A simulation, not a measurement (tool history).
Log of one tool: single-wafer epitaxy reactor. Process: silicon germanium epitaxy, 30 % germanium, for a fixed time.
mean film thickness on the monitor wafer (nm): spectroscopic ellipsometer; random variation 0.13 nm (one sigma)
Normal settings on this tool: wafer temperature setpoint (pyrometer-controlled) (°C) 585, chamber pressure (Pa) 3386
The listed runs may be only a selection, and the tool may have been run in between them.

run,hour,wafer temperature setpoint (pyrometer-controlled) (°C),chamber pressure (Pa),"read-back reference wafer on the same gauge, thickness_nm",mean film thickness on the monitor wafer (nm)
1,0.0,577,3386,51.988,46.315
2,10.8,577,3386,51.979,46.247
3,26.7,577,3386,52.000,46.399
4,42.1,585,3386,51.980,53.324
5,79.1,585,3386,51.989,52.928
6,86.4,585,3386,52.006,52.673
7,102.4,585,3386,52.040,52.964
8,118.4,589,2946,51.998,51.783
9,133.9,589,2946,51.997,51.988
# hour 145.0: pyrometer calibrated
10,145.5,585,3386,51.964,47.948
11,151.5,585,3386,52.046,48.061
12,163.9,585,3386,51.990,48.235
# hour 164.9: gauge calibrated
13,172.9,585,3386,52.000,48.396
14,181.2,585,3386,51.980,48.293
15,191.6,600,3706,52.014,65.346
16,208.4,579,2800,52.038,39.091
17,222.4,596,2693,51.971,50.362
18,236.1,585,3386,52.006,48.559
# hour 257.7: capacitance manometer re-zeroed and calibrated
19,258.2,596,2693,51.992,50.401
20,268.8,593,4200,52.038,62.985
# hour 277.5: showerhead replaced
21,284.8,595,2866,51.982,52.110
22,297.3,593,4200,52.017,63.134
23,312.3,585,3386,52.024,48.982
24,323.4,580,2906,52.046,41.113
25,339.8,590,2573,52.016,44.947
26,351.9,585,3386,52.023,49.089
27,367.4,585,3386,51.968,49.181
28,379.0,578,3080,52.002,41.679

What if the next run were any one of these 4? Each begins from the tool's condition after run 28:
A,379.4,585,3386,?,?
B,379.4,579,4146,?,?
C,379.4,580,4213,?,?
D,379.4,576,2706,?,?

run,"read-back reference wafer on the same gauge, thickness_nm",mean film thickness on the monitor wafer (nm)
A,51.986,49.309
B,51.986,50.026
C,51.986,51.314
D,51.986,36.837
With no hidden state in the tool, these same runs would have given:
run,mean film thickness on the monitor wafer (nm)
A,48.149
B,48.834
C,50.095
D,35.955
